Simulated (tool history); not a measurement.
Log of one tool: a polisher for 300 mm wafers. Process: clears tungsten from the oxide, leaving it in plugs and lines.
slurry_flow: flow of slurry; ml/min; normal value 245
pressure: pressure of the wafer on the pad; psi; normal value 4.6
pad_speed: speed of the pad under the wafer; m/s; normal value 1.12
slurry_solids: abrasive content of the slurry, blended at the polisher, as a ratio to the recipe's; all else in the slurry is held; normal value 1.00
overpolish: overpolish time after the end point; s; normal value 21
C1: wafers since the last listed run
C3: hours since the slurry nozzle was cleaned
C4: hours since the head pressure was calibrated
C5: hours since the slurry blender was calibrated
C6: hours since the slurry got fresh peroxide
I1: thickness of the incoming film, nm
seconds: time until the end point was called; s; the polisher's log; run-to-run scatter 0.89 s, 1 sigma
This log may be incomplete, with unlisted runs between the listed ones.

{"run": 1, "hour": 0.0, "slurry_flow": 245, "pressure": 4.6, "pad_speed": 1.12, "slurry_solids": 1.0, "overpolish": 21, "C1": 0, "wafers polished on this pad": 1548, "C3": 6.1, "C4": 519.0, "C5": 354.2, "C6": 403.3, "I1": 391.8, "seconds": 66.5}
{"run": 2, "hour": 63.0, "slurry_flow": 245, "pressure": 4.6, "pad_speed": 1.12, "slurry_solids": 1.0, "overpolish": 21, "C1": 561, "wafers polished on this pad": 2109, "C3": 69.1, "C4": 582.0, "C5": 417.2, "C6": 466.3, "I1": 389.6, "seconds": 67.5}
{"hour": 149.6, "done": "slurry tank refilled with fresh slurry and peroxide"}
{"run": 3, "hour": 151.7, "slurry_flow": 245, "pressure": 4.6, "pad_speed": 0.88, "slurry_solids": 1.0, "overpolish": 21, "C1": 781, "wafers polished on this pad": 2891, "C3": 157.8, "C4": 670.7, "C5": 505.9, "C6": 2.1, "I1": 386.5, "seconds": 85.2}
{"hour": 196.5, "done": "slurry blender recalibrated"}
{"run": 4, "hour": 208.5, "slurry_flow": 245, "pressure": 4.6, "pad_speed": 0.88, "slurry_solids": 1.0, "overpolish": 21, "C1": 488, "wafers polished on this pad": 3380, "C3": 214.6, "C4": 727.5, "C5": 12.0, "C6": 58.9, "I1": 387.5, "seconds": 84.7}
{"run": 5, "hour": 314.4, "slurry_flow": 245, "pressure": 4.6, "pad_speed": 1.28, "slurry_solids": 1.0, "overpolish": 21, "C1": 944, "wafers polished on this pad": 4324, "C3": 320.5, "C4": 833.4, "C5": 117.9, "C6": 164.8, "I1": 383.0, "seconds": 56.9}
{"hour": 364.3, "done": "head pressure recalibrated"}
{"run": 6, "hour": 365.5, "slurry_flow": 245, "pressure": 4.6, "pad_speed": 1.28, "slurry_solids": 1.0, "overpolish": 21, "C1": 437, "wafers polished on this pad": 4762, "C3": 371.6, "C4": 1.2, "C5": 169.0, "C6": 215.9, "I1": 382.7, "seconds": 62.4}
{"hour": 391.9, "done": "worn pad replaced by a new one"}
{"run": 7, "hour": 416.1, "slurry_flow": 245, "pressure": 4.6, "pad_speed": 1.12, "slurry_solids": 1.1, "overpolish": 21, "C1": 415, "wafers polished on this pad": 215, "C3": 422.2, "C4": 51.8, "C5": 219.6, "C6": 266.5, "I1": 390.9, "seconds": 63.4}
{"run": 8, "hour": 515.7, "slurry_flow": 245, "pressure": 4.6, "pad_speed": 1.12, "slurry_solids": 1.1, "overpolish": 21, "C1": 888, "wafers polished on this pad": 1103, "C3": 521.8, "C4": 151.4, "C5": 319.2, "C6": 366.1, "I1": 385.9, "seconds": 64.8}
{"run": 9, "hour": 551.8, "slurry_flow": 245, "pressure": 4.6, "pad_speed": 1.12, "slurry_solids": 1.25, "overpolish": 32, "C1": 321, "wafers polished on this pad": 1425, "C3": 557.9, "C4": 187.5, "C5": 355.3, "C6": 402.2, "I1": 385.2, "seconds": 63.3}
{"hour": 577.5, "done": "slurry nozzle cleaned"}
{"run": 10, "hour": 630.1, "slurry_flow": 245, "pressure": 4.6, "pad_speed": 1.12, "slurry_solids": 1.0, "overpolish": 21, "C1": 689, "wafers polished on this pad": 2114, "C3": 52.6, "C4": 265.8, "C5": 433.6, "C6": 480.5, "I1": 388.6, "seconds": 65.4}
{"run": 11, "hour": 687.0, "slurry_flow": 245, "pressure": 4.6, "pad_speed": 1.12, "slurry_solids": 1.1, "overpolish": 21, "C1": 507, "wafers polished on this pad": 2622, "C3": 109.5, "C4": 322.7, "C5": 490.5, "C6": 537.4, "I1": 393.6, "seconds": 64.6}
{"hour": 690.9, "done": "slurry blender recalibrated"}
{"hour": 764.7, "done": "slurry tank refilled with fresh slurry and peroxide"}
{"run": 12, "hour": 897.3, "slurry_flow": 245, "pressure": 4.6, "pad_speed": 1.12, "slurry_solids": 1.25, "overpolish": 32, "C1": 1848, "wafers polished on this pad": 4470, "C3": 319.8, "C4": 533.0, "C5": 206.4, "C6": 132.6, "I1": 396.0, "seconds": 63.5}
{"hour": 912.0, "done": "worn pad replaced by a new one"}
{"run": 13, "hour": 992.0, "slurry_flow": 245, "pressure": 3.9, "pad_speed": 1.0, "slurry_solids": 1.25, "overpolish": 21, "C1": 808, "wafers polished on this pad": 713, "C3": 414.5, "C4": 627.7, "C5": 301.1, "C6": 227.3, "I1": 394.5, "seconds": 83.7}
{"run": 14, "hour": 1043.2, "slurry_flow": 245, "pressure": 5.1, "pad_speed": 1.26, "slurry_solids": 0.7, "overpolish": 21, "C1": 456, "wafers polished on this pad": 1170, "C3": 465.7, "C4": 678.9, "C5": 352.3, "C6": 278.5, "I1": 389.5, "seconds": 53.7}
{"run": 15, "hour": 1085.9, "slurry_flow": 245, "pressure": 4.6, "pad_speed": 1.12, "slurry_solids": 1.0, "overpolish": 21, "C1": 380, "wafers polished on this pad": 1550, "C3": 508.4, "C4": 721.6, "C5": 395.0, "C6": 321.2, "I1": 388.2, "seconds": 62.8}
{"hour": 1102.9, "done": "slurry nozzle cleaned"}
{"run": 16, "hour": 1153.0, "slurry_flow": 245, "pressure": 4.6, "pad_speed": 1.28, "slurry_solids": 0.7, "overpolish": 21, "C1": 589, "wafers polished on this pad": 2140, "C3": 50.1, "C4": 788.7, "C5": 462.1, "C6": 388.3, "I1": 395.7, "seconds": 59.3}
{"hour": 1187.7, "done": "head pressure recalibrated"}
{"hour": 1188.6, "done": "slurry blender recalibrated"}
{"run": 17, "hour": 1238.2, "slurry_flow": 245, "pressure": 4.6, "pad_speed": 1.22, "slurry_solids": 1.0, "overpolish": 21, "C1": 733, "wafers polished on this pad": 2873, "C3": 135.3, "C4": 50.5, "C5": 49.6, "C6": 473.5, "I1": 391.5, "seconds": 66.2}
{"run": 18, "hour": 1301.0, "slurry_flow": 245, "pressure": 4.6, "pad_speed": 1.12, "slurry_solids": 0.85, "overpolish": 12, "C1": 559, "wafers polished on this pad": 3433, "C3": 198.1, "C4": 113.3, "C5": 112.4, "C6": 536.3, "I1": 387.9, "seconds": 71.7}
{"hour": 1353.7, "done": "slurry tank refilled with fresh slurry and peroxide"}
{"run": 19, "hour": 1376.8, "slurry_flow": 275, "pressure": 5.8, "pad_speed": 1.12, "slurry_solids": 1.0, "overpolish": 12, "C1": 666, "wafers polished on this pad": 4100, "C3": 273.9, "C4": 189.1, "C5": 188.2, "C6": 23.1, "I1": 389.4, "seconds": 53.3}
{"hour": 1443.7, "done": "worn pad replaced by a new one"}
{"run": 20, "hour": 1451.7, "slurry_flow": 245, "pressure": 5.4, "pad_speed": 1.12, "slurry_solids": 0.8, "overpolish": 21, "C1": 632, "wafers polished on this pad": 71, "C3": 348.8, "C4": 264.0, "C5": 263.1, "C6": 98.0, "I1": 390.1, "seconds": 54.2}
{"run": 21, "hour": 1526.1, "slurry_flow": 275, "pressure": 4.6, "pad_speed": 0.84, "slurry_solids": 1.0, "overpolish": 27, "C1": 663, "wafers polished on this pad": 735, "C3": 423.2, "C4": 338.4, "C5": 337.5, "C6": 172.4, "I1": 382.9, "seconds": 83.0}
{"hour": 1591.7, "done": "slurry nozzle cleaned"}
{"run": 22, "hour": 1608.8, "slurry_flow": 245, "pressure": 3.2, "pad_speed": 1.12, "slurry_solids": 0.85, "overpolish": 21, "C1": 728, "wafers polished on this pad": 1463, "C3": 17.1, "C4": 421.1, "C5": 420.2, "C6": 255.1, "I1": 388.6, "seconds": 92.7}
{"run": 23, "hour": 1703.7, "slurry_flow": 170, "pressure": 3.9, "pad_speed": 1.12, "slurry_solids": 1.2, "overpolish": 32, "C1": 846, "wafers polished on this pad": 2309, "C3": 112.0, "C4": 516.0, "C5": 515.1, "C6": 350.0, "I1": 385.6, "seconds": 75.6}
{"hour": 1709.5, "done": "slurry blender recalibrated"}
{"run": 24, "hour": 1760.2, "slurry_flow": 245, "pressure": 4.6, "pad_speed": 1.38, "slurry_solids": 0.75, "overpolish": 14, "C1": 485, "wafers polished on this pad": 2795, "C3": 168.5, "C4": 572.5, "C5": 50.7, "C6": 406.5, "I1": 387.2, "seconds": 54.0}
{"run": 25, "hour": 1797.8, "slurry_flow": 245, "pressure": 3.2, "pad_speed": 1.12, "slurry_solids": 0.85, "overpolish": 21, "C1": 335, "wafers polished on this pad": 3130, "C3": 206.1, "C4": 610.1, "C5": 88.3, "C6": 444.1, "I1": 395.5, "seconds": 95.7}
{"run": 26, "hour": 1860.5, "slurry_flow": 175, "pressure": 3.7, "pad_speed": 1.12, "slurry_solids": 1.1, "overpolish": 33, "C1": 559, "wafers polished on this pad": 3689, "C3": 268.8, "C4": 672.8, "C5": 151.0, "C6": 506.8, "I1": 392.8, "seconds": 82.7}
{"hour": 1891.1, "done": "head pressure recalibrated"}
{"run": 27, "hour": 1898.3, "slurry_flow": 245, "pressure": 3.9, "pad_speed": 0.84, "slurry_solids": 1.0, "overpolish": 21, "C1": 319, "wafers polished on this pad": 4009, "C3": 306.6, "C4": 7.2, "C5": 188.8, "C6": 544.6, "I1": 389.6, "seconds": 113.8}

Give the tool's hidden conditions for every run:
slurry flow missing at the pad, %: 0 in every run
abrasive missing from the slurry, %: 0 in every run
peroxide lost from the slurry, %: 0 in every run
H1: removal rate lost through wear of the pad, %
H2: deviation of the head's pressure from its setpoint, %
run=1 H1=5.93 H2=8.16
run=2 H1=6.76 H2=8.48
run=3 H1=7.54 H2=8.82
run=4 H1=7.87 H2=8.99
run=5 H1=8.26 H2=9.21
run=6 H1=8.38 H2=0.555
run=7 H1=1.28 H2=2.44
run=8 H1=4.08 H2=5.25
run=9 H1=4.77 H2=6.03
run=10 H1=5.85 H2=7.4
run=11 H1=6.39 H2=8.17
run=12 H1=7.39 H2=9.93
run=13 H1=3.83 H2=10.4
run=14 H1=5.02 H2=10.5
run=15 H1=5.79 H2=10.7
run=16 H1=6.67 H2=10.8
run=17 H1=7.41 H2=3.2
run=18 H1=7.77 H2=5.1
run=19 H1=8.06 H2=6.86
run=20 H1=0.334 H2=8.17
run=21 H1=2.78 H2=9.15
run=22 H1=4.53 H2=9.96
run=23 H1=5.75 H2=10.6
run=24 H1=6.23 H2=10.9
run=25 H1=6.47 H2=11.1
run=26 H1=6.78 H2=11.3
run=27 H1=6.91 H2=-1.09
